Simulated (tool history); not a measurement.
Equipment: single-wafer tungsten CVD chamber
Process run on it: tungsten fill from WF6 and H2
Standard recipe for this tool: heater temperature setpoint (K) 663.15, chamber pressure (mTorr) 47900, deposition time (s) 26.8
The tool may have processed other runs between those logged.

| run | hour | heater temperature setpoint (K) | chamber pressure (mTorr) | deposition time (s) | wafers since the last listed run | hours since the last thermocouple change | hours since the last manometer calibration | hours since the showerhead was replaced | hours since the gauge calibration | read-back reference wafer on the same gauge, thickness_nm | mean film thickness on the monitor wafer (nm) |
|---|---|---|---|---|---|---|---|---|---|---|---|
| 1 | 0.0 | 663.15 | 47900 | 31.0 | 0 | 2109.3 | 1081.9 | 6600.6 | 207.4 | 88.716 | 85.869 |
| 2 | 11.6 | 663.15 | 47900 | 26.8 | 207 | 2120.9 | 1093.5 | 6612.2 | 219.0 | 88.787 | 74.376 |
| 3 | 22.9 | 663.15 | 47900 | 26.8 | 201 | 2132.2 | 1104.8 | 6623.5 | 230.3 | 88.901 | 74.369 |
| 4 | 33.9 | 663.15 | 47900 | 26.8 | 196 | 2143.2 | 1115.8 | 6634.5 | 241.3 | 88.945 | 73.814 |
| 5 | 51.8 | 663.15 | 47900 | 26.8 | 319 | 2161.1 | 1133.7 | 6652.4 | 259.2 | 88.845 | 73.829 |
| 6 | 58.6 | 663.15 | 47900 | 26.8 | 121 | 2167.9 | 1140.5 | 6659.2 | 266.0 | 88.801 | 74.162 |
| 7 | 70.2 | 663.15 | 47900 | 26.8 | 207 | 2179.5 | 1152.1 | 6670.8 | 277.6 | 88.708 | 74.547 |
|  | 86.8 | capacitance manometer re-zeroed and calibrated |
| 8 | 87.3 | 663.15 | 47900 | 26.8 | 162 | 2196.6 | 0.5 | 6687.9 | 294.7 | 88.856 | 76.145 |
| 9 | 102.4 | 663.15 | 47900 | 26.8 | 269 | 2211.7 | 15.6 | 6703.0 | 309.8 | 88.823 | 76.395 |
| 10 | 113.6 | 663.15 | 47900 | 26.8 | 200 | 2222.9 | 26.8 | 6714.2 | 321.0 | 88.811 | 76.578 |
|  | 125.0 | thermocouple changed; heater temperature recalibrated |
| 11 | 126.4 | 663.15 | 47900 | 26.8 | 85 | 1.4 | 39.6 | 6727.0 | 333.8 | 88.878 | 76.298 |
| 12 | 133.8 | 663.15 | 47900 | 26.8 | 132 | 8.8 | 47.0 | 6734.4 | 341.2 | 88.836 | 76.593 |
| 13 | 148.8 | 663.15 | 47900 | 26.8 | 267 | 23.8 | 62.0 | 6749.4 | 356.2 | 88.739 | 76.318 |
|  | 164.0 | showerhead replaced |
| 14 | 164.5 | 663.15 | 47900 | 31.8 | 137 | 39.5 | 77.7 | 0.5 | 371.9 | 88.823 | 90.851 |
| 15 | 177.6 | 670.15 | 44000 | 26.8 | 233 | 52.6 | 90.8 | 13.6 | 385.0 | 88.746 | 85.799 |
| 16 | 193.2 | 657.15 | 44400 | 26.8 | 278 | 68.2 | 106.4 | 29.2 | 400.6 | 88.678 | 64.705 |
| 17 | 209.3 | 663.15 | 47900 | 26.8 | 287 | 84.3 | 122.5 | 45.3 | 416.7 | 88.865 | 76.375 |
| 18 | 225.3 | 669.15 | 47900 | 26.8 | 285 | 100.3 | 138.5 | 61.3 | 432.7 | 88.782 | 87.080 |
| 19 | 242.1 | 651.15 | 44900 | 21.6 | 300 | 117.1 | 155.3 | 78.1 | 449.5 | 88.903 | 45.349 |
| 20 | 256.7 | 655.15 | 47900 | 26.8 | 260 | 131.7 | 169.9 | 92.7 | 464.1 | 88.879 | 63.408 |
| 21 | 274.1 | 677.15 | 47900 | 24.0 | 310 | 149.1 | 187.3 | 110.1 | 481.5 | 88.867 | 91.237 |
| 22 | 287.4 | 659.15 | 47900 | 23.4 | 237 | 162.4 | 200.6 | 123.4 | 494.8 | 88.614 | 60.464 |
| 23 | 297.5 | 659.15 | 47900 | 23.4 | 180 | 172.5 | 210.7 | 133.5 | 504.9 | 88.977 | 60.395 |
|  | 303.4 | gauge calibrated |
| 24 | 306.1 | 663.15 | 47900 | 26.8 | 153 | 181.1 | 219.3 | 142.1 | 2.7 | 88.760 | 76.193 |
| 25 | 321.2 | 672.15 | 54300 | 26.8 | 269 | 196.2 | 234.4 | 157.2 | 17.8 | 88.736 | 96.999 |
| 26 | 331.0 | 649.15 | 47900 | 26.8 | 175 | 206.0 | 244.2 | 167.0 | 27.6 | 88.765 | 55.152 |
| 27 | 341.4 | 663.15 | 47900 | 26.8 | 185 | 216.4 | 254.6 | 177.4 | 38.0 | 88.721 | 76.083 |
| 28 | 355.2 | 650.15 | 52500 | 31.4 | 246 | 230.2 | 268.4 | 191.2 | 51.8 | 88.899 | 68.504 |
| 29 | 364.9 | 657.15 | 44400 | 26.8 | 173 | 239.9 | 278.1 | 200.9 | 61.5 | 88.842 | 64.786 |
| 30 | 376.4 | 654.15 | 59200 | 23.3 | 205 | 251.4 | 289.6 | 212.4 | 73.0 | 88.841 | 58.295 |
| 31 | 392.8 | 669.15 | 47900 | 29.2 | 292 | 267.8 | 306.0 | 228.8 | 89.4 | 88.743 | 94.246 |
| 32 | 406.4 | 663.15 | 47900 | 26.8 | 242 | 281.4 | 319.6 | 242.4 | 103.0 | 88.722 | 75.625 |
| 33 | 420.2 | 663.15 | 51300 | 31.7 | 246 | 295.2 | 333.4 | 256.2 | 116.8 | 88.763 | 91.963 |
| 34 | 436.2 | 656.15 | 47900 | 24.3 | 285 | 311.2 | 349.4 | 272.2 | 132.8 | 88.727 | 58.673 |
| 35 | 450.5 | 663.15 | 47900 | 26.8 | 255 | 325.5 | 363.7 | 286.5 | 147.1 | 88.693 | 75.631 |

3 ways to go on from here, each from the tool as it stands after run 35. What would each give?
| A | 450.9 | 663.15 | 47900 | 26.8 | 7 | 325.9 | 364.1 | 286.9 | 147.5 | ? | ? |
| B | 450.9 | 671.15 | 44200 | 26.8 | 7 | 325.9 | 364.1 | 286.9 | 147.5 | ? | ? |
| C | 450.9 | 663.15 | 38400 | 30.7 | 7 | 325.9 | 364.1 | 286.9 | 147.5 | ? | ? |

| run | read-back reference wafer on the same gauge, thickness_nm | mean film thickness on the monitor wafer (nm) |
|---|---|---|
| A | 88.837 | 75.345 |
| B | 88.837 | 86.692 |
| C | 88.837 | 79.190 |
What these runs would have given with no unlogged condition in the tool:
| run | mean film thickness on the monitor wafer (nm) |
|---|---|
| A | 76.468 |
| B | 87.985 |
| C | 80.398 |

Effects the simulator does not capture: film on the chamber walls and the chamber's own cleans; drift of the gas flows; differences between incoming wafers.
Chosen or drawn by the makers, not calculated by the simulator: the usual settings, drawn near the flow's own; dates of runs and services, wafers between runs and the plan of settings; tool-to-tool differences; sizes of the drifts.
